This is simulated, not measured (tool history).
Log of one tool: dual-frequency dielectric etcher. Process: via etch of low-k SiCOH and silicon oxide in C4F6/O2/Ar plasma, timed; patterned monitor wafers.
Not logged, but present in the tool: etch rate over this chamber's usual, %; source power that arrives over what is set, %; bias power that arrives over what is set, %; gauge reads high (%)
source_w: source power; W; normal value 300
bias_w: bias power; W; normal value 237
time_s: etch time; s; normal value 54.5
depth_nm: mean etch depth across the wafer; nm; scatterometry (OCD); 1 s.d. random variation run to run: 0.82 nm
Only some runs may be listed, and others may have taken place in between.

run,hour,source_w,bias_w,time_s,wafers since the last listed run,hours since the last wet clean,hours since the last source power generator calibration,hours since the last bias power generator calibration,hours since the last upper electrode change,hours since the gauge calibration,"read-back reference wafer on the same gauge, depth_nm",depth_nm
1,0,300,237,48,0,419.6,4185.7,4506.8,2358.3,349,159.4,125
2,11.1,300,237,54.5,113,430.7,4196.8,4517.9,2369.4,360.1,159.2,142.2
3,20.3,300,237,54.5,93,439.9,4206,4527.1,2378.6,369.3,158.6,140.6
# hour 47.5: wet clean of the chamber
4,48,300,237,64,37,0.5,4233.7,4554.8,2406.3,397,159.2,172.6
5,48.3,300,237,64,3,0.8,4234,4555.1,2406.6,397.3,159.4,171.8
6,53.1,300,237,64,49,5.6,4238.8,4559.9,2411.4,402.1,159,174.1
7,65.1,300,237,54.5,122,17.6,4250.8,4571.9,2423.4,414.1,159.1,147.4
8,82.7,300,237,54.5,179,35.2,4268.4,4589.5,2441,431.7,158.9,146.3
9,89.7,300,180,61,71,42.2,4275.4,4596.5,2448,438.7,158.9,146.6
# hour 96.9: bias power generator calibrated
10,99.5,350,237,63,59,52,4285.2,2.6,2457.8,448.5,159,176.5
11,114.9,300,237,54.5,157,67.4,4300.6,18,2473.2,463.9,159.1,145.5
12,130.2,300,237,54.5,156,82.7,4315.9,33.3,2488.5,479.2,159.3,147.3
13,141.5,300,237,64.5,115,94,4327.2,44.6,2499.8,490.5,159.3,171.7
14,151.9,250,237,42.5,106,104.4,4337.6,55,2510.2,500.9,158.9,108.4
# hour 157.8: gauge calibrated
15,158,280,276,54.5,62,110.5,4343.7,61.1,2516.3,0.2,159.3,152.9
# hour 186.2: upper electrode replaced
16,186.7,340,207,38.5,48,139.2,4372.4,89.8,0.5,28.9,159.3,100.3
17,187,300,237,54.5,3,139.5,4372.7,90.1,0.8,29.2,159.1,144.6
18,198.1,320,275,40,113,150.6,4383.8,101.2,11.9,40.3,159,114.7
19,211.3,250,287,42.5,134,163.8,4397,114.4,25.1,53.5,159.1,116.1
# hour 220.9: source power generator calibrated
20,221.4,340,276,48.5,62,173.9,0.5,124.5,35.2,63.6,159.3,142.4
21,234,270,265,61.5,128,186.5,13.1,137.1,47.8,76.2,158.7,167
22,241.8,300,237,54.5,79,194.3,20.9,144.9,55.6,84,159.2,144.1
23,256.1,300,237,39.5,146,208.6,35.2,159.2,69.9,98.3,159.2,104.5
24,265.4,300,237,54.5,95,217.9,44.5,168.5,79.2,107.6,159,144.8
25,272.1,350,199,65,68,224.6,51.2,175.2,85.9,114.3,158.8,167.7

Run 26 is up next; what results do you expect?
26,279,300,237,54.5,70,231.5,58.1,182.1,92.8,121.2,?,?

Run 26 measured read-back reference wafer on the same gauge, depth_nm 159.3, depth_nm 145.3 nm.
If the tool had no hidden condition, the same run with the same run-to-run variation would have returned depth_nm 147 nm.

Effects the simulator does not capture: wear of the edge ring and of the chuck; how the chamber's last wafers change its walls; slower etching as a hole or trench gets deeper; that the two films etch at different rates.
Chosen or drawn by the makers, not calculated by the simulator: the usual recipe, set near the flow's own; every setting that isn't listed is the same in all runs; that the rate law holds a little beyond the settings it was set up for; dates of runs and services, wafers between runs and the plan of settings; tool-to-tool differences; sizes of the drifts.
